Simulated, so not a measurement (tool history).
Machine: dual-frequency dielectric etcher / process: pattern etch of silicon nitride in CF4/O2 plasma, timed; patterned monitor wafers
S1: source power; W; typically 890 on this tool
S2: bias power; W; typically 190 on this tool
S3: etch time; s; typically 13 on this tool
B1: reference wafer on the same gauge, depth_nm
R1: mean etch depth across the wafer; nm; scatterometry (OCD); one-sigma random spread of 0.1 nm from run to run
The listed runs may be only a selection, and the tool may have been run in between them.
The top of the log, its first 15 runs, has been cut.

run	hour	S1	S2	S3	B1	R1
16	209.1	1000	164	15.5	42.39	55.51
17	226.9	710	149	10.5	42.39	25.22
18	235.2	1100	173	16.5	42.41	66.23
19	243.7	890	168	13	42.4	41.76
# hour 262.2: gauge calibrated
# hour 269.6: upper electrode replaced
20	270.1	1070	206	14	42.39	58.12
21	270.4	1000	162	14.5	42.41	51.63
22	283.9	730	228	15.5	42.37	44.73
23	295.3	1100	190	10	42.4	41.41
24	306.3	890	190	13	42.39	43.36
25	318.8	730	229	10	42.4	28.79
26	334	1000	190	13	42.4	48.71
27	350.3	670	163	16	42.4	37.14
28	358.6	890	190	13	42.4	43.25
29	365.1	890	190	13	42.4	43.3
30	371.3	700	235	11	42.39	30.65
31	387.8	890	165	13	42.39	41.31

Alternative continuations, all from the tool just after run 31; predict every row:
A	388.2	890	190	13	?	?
B	388.2	830	167	13	?	?
C	388.2	740	170	14.5	?	?

run	B1	R1
A	42.42	43.2
B	42.42	38.42
C	42.42	38.08
The same runs, with their run-to-run variation unchanged, on a tool lacking any hidden condition would have given:
run	R1
A	43.79
B	38.95
C	38.61

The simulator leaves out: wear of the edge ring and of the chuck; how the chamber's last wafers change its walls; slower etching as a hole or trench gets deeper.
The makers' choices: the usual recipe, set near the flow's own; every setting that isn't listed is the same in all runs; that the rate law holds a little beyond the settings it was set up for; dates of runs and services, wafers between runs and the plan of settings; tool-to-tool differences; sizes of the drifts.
